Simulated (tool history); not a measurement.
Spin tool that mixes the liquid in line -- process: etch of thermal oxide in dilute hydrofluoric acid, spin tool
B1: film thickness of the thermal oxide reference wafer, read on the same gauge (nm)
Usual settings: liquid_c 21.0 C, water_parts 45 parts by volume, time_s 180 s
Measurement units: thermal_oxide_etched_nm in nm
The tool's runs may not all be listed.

run 1 day=0.000 | liquid_c=21.0 water_parts=45 time_s=180 | B1=50.01 | thermal_oxide_etched_nm=19.12
run 2 day=1.388 | liquid_c=21.0 water_parts=45 time_s=180 | B1=50.02 | thermal_oxide_etched_nm=19.14
run 3 day=4.317 | liquid_c=21.0 water_parts=45 time_s=180 | B1=49.97 | thermal_oxide_etched_nm=19.36
run 4 day=7.738 | liquid_c=21.0 water_parts=45 time_s=180 | B1=50.01 | thermal_oxide_etched_nm=19.82
run 5 day=10.596 | liquid_c=21.0 water_parts=45 time_s=215 | B1=50.01 | thermal_oxide_etched_nm=23.99
run 6 day=12.196 | liquid_c=17.5 water_parts=45 time_s=180 | B1=50.00 | thermal_oxide_etched_nm=17.17
run 7 day=13.604 | liquid_c=17.5 water_parts=45 time_s=180 | B1=50.02 | thermal_oxide_etched_nm=17.48
run 8 day=16.450 | liquid_c=17.5 water_parts=45 time_s=180 | B1=50.00 | thermal_oxide_etched_nm=17.55
run 9 day=18.600 | liquid_c=19.5 water_parts=45 time_s=180 | B1=49.98 | thermal_oxide_etched_nm=19.29
run 10 day=20.588 | liquid_c=19.5 water_parts=45 time_s=180 | B1=50.03 | thermal_oxide_etched_nm=19.68
-- day=22.504 hydrofluoric acid flow meter replaced
run 11 day=23.250 | liquid_c=19.5 water_parts=45 time_s=180 | B1=49.99 | thermal_oxide_etched_nm=18.17
run 12 day=25.275 | liquid_c=21.0 water_parts=45 time_s=180 | B1=50.01 | thermal_oxide_etched_nm=19.68
-- day=26.092 gauge calibrated
run 13 day=27.517 | liquid_c=21.0 water_parts=45 time_s=180 | B1=49.97 | thermal_oxide_etched_nm=19.61
run 14 day=29.283 | liquid_c=21.0 water_parts=45 time_s=180 | B1=50.00 | thermal_oxide_etched_nm=19.93
run 15 day=32.042 | liquid_c=25.5 water_parts=45 time_s=180 | B1=50.01 | thermal_oxide_etched_nm=23.86
run 16 day=34.867 | liquid_c=21.0 water_parts=55 time_s=180 | B1=50.01 | thermal_oxide_etched_nm=16.39
run 17 day=37.417 | liquid_c=26.0 water_parts=45 time_s=110 | B1=50.03 | thermal_oxide_etched_nm=15.41
run 18 day=42.146 | liquid_c=23.0 water_parts=60 time_s=180 | B1=50.01 | thermal_oxide_etched_nm=16.74
-- day=42.446 thermometer replaced
run 19 day=43.688 | liquid_c=24.0 water_parts=30 time_s=180 | B1=50.01 | thermal_oxide_etched_nm=34.39
-- day=47.796 hydrofluoric acid flow meter replaced
run 20 day=49.917 | liquid_c=21.0 water_parts=45 time_s=180 | B1=50.03 | thermal_oxide_etched_nm=18.70
run 21 day=52.442 | liquid_c=17.5 water_parts=45 time_s=230 | B1=50.02 | thermal_oxide_etched_nm=21.00
run 22 day=54.283 | liquid_c=21.0 water_parts=25 time_s=180 | B1=49.96 | thermal_oxide_etched_nm=35.15
run 23 day=55.846 | liquid_c=21.0 water_parts=65 time_s=290 | B1=49.99 | thermal_oxide_etched_nm=20.88
run 24 day=57.958 | liquid_c=18.5 water_parts=25 time_s=120 | B1=50.03 | thermal_oxide_etched_nm=21.35
run 25 day=60.896 | liquid_c=21.0 water_parts=45 time_s=180 | B1=50.00 | thermal_oxide_etched_nm=19.83
run 26 day=63.179 | liquid_c=21.0 water_parts=30 time_s=235 | B1=50.01 | thermal_oxide_etched_nm=39.12
run 27 day=65.325 | liquid_c=21.0 water_parts=45 time_s=215 | B1=49.99 | thermal_oxide_etched_nm=23.80
run 28 day=67.096 | liquid_c=21.0 water_parts=50 time_s=225 | B1=49.96 | thermal_oxide_etched_nm=22.34
-- day=68.050 hydrofluoric acid flow meter replaced
run 29 day=68.796 | liquid_c=21.0 water_parts=45 time_s=180 | B1=49.96 | thermal_oxide_etched_nm=18.59
run 30 day=70.421 | liquid_c=24.0 water_parts=60 time_s=90 | B1=50.01 | thermal_oxide_etched_nm=7.87
run 31 day=72.521 | liquid_c=21.0 water_parts=45 time_s=180 | B1=49.99 | thermal_oxide_etched_nm=19.03
run 32 day=75.012 | liquid_c=17.5 water_parts=60 time_s=105 | B1=49.97 | thermal_oxide_etched_nm=7.13
run 33 day=77.900 | liquid_c=21.0 water_parts=40 time_s=235 | B1=50.01 | thermal_oxide_etched_nm=28.81

4 ways to go on from here, each from the tool as it stands after run 33. What would each give?
run A day=77.921 | liquid_c=21.0 water_parts=45 time_s=180 | B1=? | thermal_oxide_etched_nm=?
run B day=77.921 | liquid_c=21.0 water_parts=30 time_s=220 | B1=? | thermal_oxide_etched_nm=?
run C day=77.921 | liquid_c=21.0 water_parts=50 time_s=180 | B1=? | thermal_oxide_etched_nm=?
run D day=77.921 | liquid_c=17.0 water_parts=55 time_s=120 | B1=? | thermal_oxide_etched_nm=?

run=A B1=50.01 thermal_oxide_etched_nm=19.38
run=B B1=50.01 thermal_oxide_etched_nm=36.18
run=C B1=50.01 thermal_oxide_etched_nm=17.34
run=D B1=50.01 thermal_oxide_etched_nm=8.81
With no hidden state in the tool, these same runs would have given:
run=A thermal_oxide_etched_nm=18.30
run=B thermal_oxide_etched_nm=34.17
run=C thermal_oxide_etched_nm=16.36
run=D thermal_oxide_etched_nm=8.31
